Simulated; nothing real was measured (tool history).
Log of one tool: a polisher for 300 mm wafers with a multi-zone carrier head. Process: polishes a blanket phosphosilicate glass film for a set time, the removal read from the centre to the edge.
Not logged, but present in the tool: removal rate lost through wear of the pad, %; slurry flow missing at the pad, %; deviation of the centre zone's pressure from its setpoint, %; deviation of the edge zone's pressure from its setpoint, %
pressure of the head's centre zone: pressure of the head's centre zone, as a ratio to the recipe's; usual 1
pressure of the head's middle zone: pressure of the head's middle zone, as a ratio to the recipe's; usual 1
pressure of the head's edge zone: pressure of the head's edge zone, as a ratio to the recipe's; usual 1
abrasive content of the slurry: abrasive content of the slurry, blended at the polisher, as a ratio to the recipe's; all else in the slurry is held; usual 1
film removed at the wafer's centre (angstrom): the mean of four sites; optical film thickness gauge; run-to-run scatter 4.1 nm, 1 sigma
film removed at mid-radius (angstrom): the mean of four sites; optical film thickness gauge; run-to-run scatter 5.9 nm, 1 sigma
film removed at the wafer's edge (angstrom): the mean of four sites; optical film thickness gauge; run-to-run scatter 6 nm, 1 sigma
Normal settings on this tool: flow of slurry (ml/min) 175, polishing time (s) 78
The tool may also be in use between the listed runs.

run	day	flow of slurry (ml/min)	pressure of the head's centre zone	pressure of the head's middle zone	pressure of the head's edge zone	abrasive content of the slurry	polishing time (s)	wafers since the last listed run	wafers polished on this pad	hours since the slurry nozzle was cleaned	hours since the centre zone pressure was calibrated	hours since the edge zone pressure was calibrated	hours since the carrier head's membrane was replaced	incoming thickness of the incoming film, nm	film removed at the wafer's centre (angstrom)	film removed at mid-radius (angstrom)	film removed at the wafer's edge (angstrom)
1	0	175	1	1	1	1	78	0	231	413.7	43.7	643.3	501.2	2564.4	4913	5071	5080
2	0.279	175	1	1	1	1	78	82	314	420.4	50.4	650	507.9	2577	4989	5029	4995
3	0.808	175	1	1	1	1	78	156	470	433.1	63.1	662.7	520.6	2582.9	4953	4968	4979
# day 1.146: slurry nozzle cleaned
4	1.45	195	1	1	0.89	0.9	56	177	647	7.3	78.5	678.1	536	2557.8	3511	3560	3325
5	1.783	175	0.88	1	1	1	78	98	746	15.3	86.5	686.1	544	2588	4370	5072	5084
# day 2: edge zone pressure recalibrated
6	2.062	175	1	1	1	1	78	57	803	22	93.2	1.5	550.7	2604.5	5012	5032	5030
7	2.458	175	0.9	1	1.03	1	78	116	920	31.5	102.7	11	560.2	2608.3	4504	5024	5101
8	3.108	175	1	1	1	1	78	191	1112	47.1	118.3	26.6	575.8	2586.7	4990	5016	4984
9	3.362	150	1	1	0.97	1	78	75	1187	53.2	124.4	32.7	581.9	2563.1	4858	4974	4768
# day 3.579: carrier head's membrane replaced by a new one
# day 3.696: worn pad replaced by a new one
10	3.888	175	1.1	1	1.1	1	78	59	56	65.8	137	45.3	7.4	2551.7	5530	4966	5224
11	4.408	175	1	1	1	1	78	153	210	78.3	149.5	57.8	19.9	2556.5	5009	5057	4887
12	5.108	175	1	1	1	1	78	206	417	95.1	166.3	74.6	36.7	2531.6	4946	5003	4946
13	5.375	225	1	1	0.95	1.1	57	78	495	101.5	172.7	81	43.1	2552.5	3868	3917	3854
14	6.046	175	1	1	1	0.85	78	198	693	117.6	188.8	97.1	59.2	2609.6	4665	4754	4770
15	6.417	155	1	1.1	1	1	78	109	803	126.5	197.7	106	68.1	2570.4	4851	5301	4888
# day 7.15: worn pad replaced by a new one
16	7.171	175	1	1	1	1	92	173	6	144.6	215.8	124.1	86.2	2581.7	5933	5955	5960
17	7.429	175	0.96	1.08	1	1	78	76	82	150.8	222	130.3	92.4	2560.7	4837	5344	5022
18	8.171	175	1	1	1	1	94	218	301	168.6	239.8	148.1	110.2	2546.8	6005	6053	5974
19	8.804	175	1	1	1	1.25	78	186	488	183.8	255	163.3	125.4	2599.3	5385	5365	5454
20	9.142	175	1	1	1	1	91	99	588	191.9	263.1	171.4	133.5	2573.8	5884	5764	5805
21	9.833	175	1	1	1	1	78	204	792	208.5	279.7	188	150.1	2562.2	5052	5012	5017
22	10.492	175	1.11	1	0.89	1	78	194	986	224.3	295.5	203.8	165.9	2614.7	5576	4988	4859
# day 10.679: worn pad replaced by a new one
23	10.921	175	0.96	0.96	1	1	78	77	71	234.6	305.8	214.1	176.2	2533.2	4801	4961	5024

Alternative continuations, all from the tool just after run 23; predict every row:
A	10.938	175	1	1	0.89	1	78	4	76	235	306.2	214.5	176.6	2636.1	?	?	?
B	10.938	190	1	1	1	1	78	4	76	235	306.2	214.5	176.6	2636.1	?	?	?
C	10.938	175	1	1	1	0.7	78	4	76	235	306.2	214.5	176.6	2636.1	?	?	?

run	film removed at the wafer's centre (angstrom)	film removed at mid-radius (angstrom)	film removed at the wafer's edge (angstrom)
A	4981	5026	4731
B	5054	5091	4969
C	4366	4405	4314
Without the tool's unlogged condition, the same runs would have read:
run	film removed at the wafer's centre (angstrom)	film removed at mid-radius (angstrom)	film removed at the wafer's edge (angstrom)
A	4981	5026	4731
B	5054	5091	4969
C	4366	4405	4314
